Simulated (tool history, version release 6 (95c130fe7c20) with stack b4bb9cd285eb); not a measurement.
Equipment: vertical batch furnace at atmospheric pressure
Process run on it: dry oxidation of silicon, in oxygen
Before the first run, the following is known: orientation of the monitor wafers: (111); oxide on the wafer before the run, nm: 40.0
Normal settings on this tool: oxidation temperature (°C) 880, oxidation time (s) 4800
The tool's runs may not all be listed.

| run | hour | oxidation temperature (°C) | oxidation time (s) | wafers since the last listed run | hours since the last temperature calibration | hours since the boat lift was adjusted | hours since the gauge calibration | read-back reference wafer on the same gauge, thickness | oxide thickness on the monitor wafer (nm) |
|---|---|---|---|---|---|---|---|---|---|
| 1 | 0 | 870 | 4800 | 0 | 1311.6 | 1104.8 | 623.5 | 65.18 | 52.55 |
| 2 | 26.7 | 870 | 4800 | 352 | 1338.3 | 1131.5 | 650.2 | 65.21 | 52.58 |
| 3 | 63.2 | 880 | 4800 | 482 | 1374.8 | 1168 | 686.7 | 65.24 | 54.36 |
| 4 | 91.7 | 880 | 4800 | 376 | 1403.3 | 1196.5 | 715.2 | 65.2 | 54.41 |
| 5 | 201.4 | 880 | 4800 | 1449 | 1513 | 1306.2 | 824.9 | 65.22 | 54.43 |
| 6 | 232.2 | 880 | 4800 | 407 | 1543.8 | 1337 | 855.7 | 65.23 | 54.45 |
| 7 | 266.7 | 880 | 4800 | 456 | 1578.3 | 1371.5 | 890.2 | 65.2 | 54.29 |
| 8 | 306.3 | 880 | 4800 | 523 | 1617.9 | 1411.1 | 929.8 | 65.19 | 54.4 |
| 9 | 377.1 | 880 | 4110 | 935 | 1688.7 | 1481.9 | 1000.6 | 65.24 | 52.24 |
| 10 | 430.6 | 891 | 4800 | 707 | 1742.2 | 1535.4 | 1054.1 | 65.2 | 56.77 |
|  | 497.8 | boat lift adjusted |
| 11 | 498.3 | 891 | 4800 | 577 | 1809.9 | 0.5 | 1121.8 | 65.18 | 57.37 |
| 12 | 550.2 | 893 | 7020 | 686 | 1861.8 | 52.4 | 1173.7 | 65.15 | 65.6 |
|  | 575.9 | gauge calibrated |
| 13 | 580.8 | 880 | 6570 | 404 | 1892.4 | 83 | 4.9 | 65.22 | 60.05 |
| 14 | 648.5 | 857 | 6360 | 894 | 1960.1 | 150.7 | 72.6 | 65.19 | 54.06 |
| 15 | 680 | 900 | 6780 | 416 | 1991.6 | 182.2 | 104.1 | 65.2 | 67.3 |
| 16 | 737.8 | 871 | 7200 | 763 | 2049.4 | 240 | 161.9 | 65.19 | 59.37 |
|  | 768 | thermocouples replaced and temperature profile calibrated |
| 17 | 772.1 | 866 | 5850 | 136 | 4.1 | 274.3 | 196.2 | 65.23 | 54.7 |
| 18 | 804 | 880 | 3420 | 421 | 36 | 306.2 | 228.1 | 65.18 | 50.77 |
| 19 | 871.8 | 899 | 2670 | 896 | 103.8 | 374 | 295.9 | 65.14 | 51.02 |
| 20 | 929.2 | 899 | 2670 | 758 | 161.2 | 431.4 | 353.3 | 65.2 | 50.92 |
| 21 | 986.6 | 880 | 4800 | 758 | 218.6 | 488.8 | 410.7 | 65.18 | 54.86 |
| 22 | 1041.5 | 880 | 4800 | 725 | 273.5 | 543.7 | 465.6 | 65.2 | 54.87 |
| 23 | 1071.2 | 872 | 6120 | 392 | 303.2 | 573.4 | 495.3 | 65.19 | 56.44 |

Predict each of these 4 candidate next runs independently; none follows another, all start after run 23:
| A | 1075.9 | 880 | 4800 | 62 | 307.9 | 578.1 | 500 | ? | ? |
| B | 1075.9 | 900 | 5790 | 62 | 307.9 | 578.1 | 500 | ? | ? |
| C | 1075.9 | 857 | 3330 | 62 | 307.9 | 578.1 | 500 | ? | ? |
| D | 1075.9 | 871 | 3000 | 62 | 307.9 | 578.1 | 500 | ? | ? |

| run | read-back reference wafer on the same gauge, thickness | oxide thickness on the monitor wafer (nm) |
|---|---|---|
| A | 65.16 | 54.76 |
| B | 65.16 | 63.23 |
| C | 65.16 | 47.31 |
| D | 65.16 | 48.18 |
Take away the tool's hidden state, keep each run's random variation, and the runs would have read:
| run | oxide thickness on the monitor wafer (nm) |
|---|---|
| A | 55.18 |
| B | 63.84 |
| C | 47.54 |
| D | 48.43 |
